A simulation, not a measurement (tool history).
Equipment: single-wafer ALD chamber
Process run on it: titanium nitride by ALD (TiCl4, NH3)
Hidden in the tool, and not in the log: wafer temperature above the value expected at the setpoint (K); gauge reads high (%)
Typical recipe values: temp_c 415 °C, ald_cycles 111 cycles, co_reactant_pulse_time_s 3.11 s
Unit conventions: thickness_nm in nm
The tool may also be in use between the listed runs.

run	hour	temp_c	ald_cycles	co_reactant_pulse_time_s	wafers since the last listed run	hours since the last thermocouple change	hours since the showerhead was replaced	hours since the gauge calibration	read-back reference wafer on the same gauge, thickness_nm	thickness_nm
1	0.0	415	111	3.11	0	1450.3	7207.1	1065.9	3.211	2.831
2	18.1	415	111	3.11	46	1468.4	7225.2	1084.0	3.214	2.831
3	34.5	415	111	3.11	41	1484.8	7241.6	1100.4	3.214	2.830
4	51.6	415	111	3.11	43	1501.9	7258.7	1117.5	3.215	2.821
5	74.3	415	111	3.11	58	1524.6	7281.4	1140.2	3.217	2.821
6	105.1	415	111	3.11	78	1555.4	7312.2	1171.0	3.217	2.829
7	131.8	415	111	3.11	68	1582.1	7338.9	1197.7	3.217	2.835
8	165.7	415	118	3.11	86	1616.0	7372.8	1231.6	3.218	3.001
9	198.8	415	118	3.11	84	1649.1	7405.9	1264.7	3.223	3.011
10	222.9	415	118	3.11	61	1673.2	7430.0	1288.8	3.221	3.020
11	256.2	415	111	3.11	85	1706.5	7463.3	1322.1	3.225	2.828
12	287.5	415	111	3.11	80	1737.8	7494.6	1353.4	3.228	2.829
13	304.1	415	111	3.11	42	1754.4	7511.2	1370.0	3.230	2.830
14	332.1	407	118	3.11	71	1782.4	7539.2	1398.0	3.226	2.998
15	346.4	407	118	3.11	36	1796.7	7553.5	1412.3	3.230	3.012
16	360.3	415	111	3.11	35	1810.6	7567.4	1426.2	3.228	2.843
17	388.4	415	133	4.02	71	1838.7	7595.5	1454.3	3.231	3.424
18	417.1	405	94	3.11	73	1867.4	7624.2	1483.0	3.238	2.395
# hour 438.0: showerhead replaced
19	438.5	415	117	3.11	34	1888.8	0.5	1504.4	3.235	3.001
20	464.6	415	98	3.11	66	1914.9	26.6	1530.5	3.237	2.507
21	487.3	415	111	3.11	58	1937.6	49.3	1553.2	3.234	2.843
22	504.9	402	92	2.04	45	1955.2	66.9	1570.8	3.238	2.294
# hour 516.0: gauge calibrated
# hour 524.5: thermocouple changed; heater temperature recalibrated
23	535.8	407	117	1.91	58	11.3	97.8	19.8	3.146	2.837
24	567.1	415	111	3.11	80	42.6	129.1	51.1	3.148	2.768
25	586.1	409	90	3.85	48	61.6	148.1	70.1	3.150	2.254
26	618.4	423	95	2.23	82	93.9	180.4	102.4	3.149	2.339
27	652.3	410	89	2.26	86	127.8	214.3	136.3	3.152	2.182
28	672.9	415	127	2.15	52	148.4	234.9	156.9	3.153	3.122
29	705.1	415	111	3.11	82	180.6	267.1	189.1	3.153	2.782
30	723.5	420	127	2.41	47	199.0	285.5	207.5	3.156	3.152
31	752.3	415	111	3.11	73	227.8	314.3	236.3	3.154	2.768
32	767.4	407	117	1.91	38	242.9	329.4	251.4	3.155	2.838
33	783.8	415	126	3.86	41	259.3	345.8	267.8	3.158	3.165
34	807.8	406	105	4.05	61	283.3	369.8	291.8	3.158	2.642
35	839.9	415	111	3.11	82	315.4	401.9	323.9	3.160	2.763
36	854.5	428	105	3.11	37	330.0	416.5	338.5	3.161	2.630
37	878.7	423	111	2.13	61	354.2	440.7	362.7	3.164	2.749
38	906.0	415	111	4.16	69	381.5	468.0	390.0	3.165	2.805
39	998.2	424	100	2.31	235	473.7	560.2	482.2	3.173	2.488
40	1031.8	426	111	4.05	85	507.3	593.8	515.8	3.171	2.801

Below are 4 alternative next runs, each starting from the tool's condition after run 40. Predict each:
A	1032.5	404	111	3.11	1	508.0	594.5	516.5	?	?
B	1032.5	422	128	2.27	1	508.0	594.5	516.5	?	?
C	1032.5	405	120	2.34	1	508.0	594.5	516.5	?	?
D	1032.5	403	111	3.11	1	508.0	594.5	516.5	?	?

run	read-back reference wafer on the same gauge, thickness_nm	thickness_nm
A	3.170	2.781
B	3.170	3.183
C	3.170	2.968
D	3.170	2.781
With the hidden condition removed and each run's random variation left untouched, the same runs would have given:
run	thickness_nm
A	2.772
B	3.172
C	2.958
D	2.771

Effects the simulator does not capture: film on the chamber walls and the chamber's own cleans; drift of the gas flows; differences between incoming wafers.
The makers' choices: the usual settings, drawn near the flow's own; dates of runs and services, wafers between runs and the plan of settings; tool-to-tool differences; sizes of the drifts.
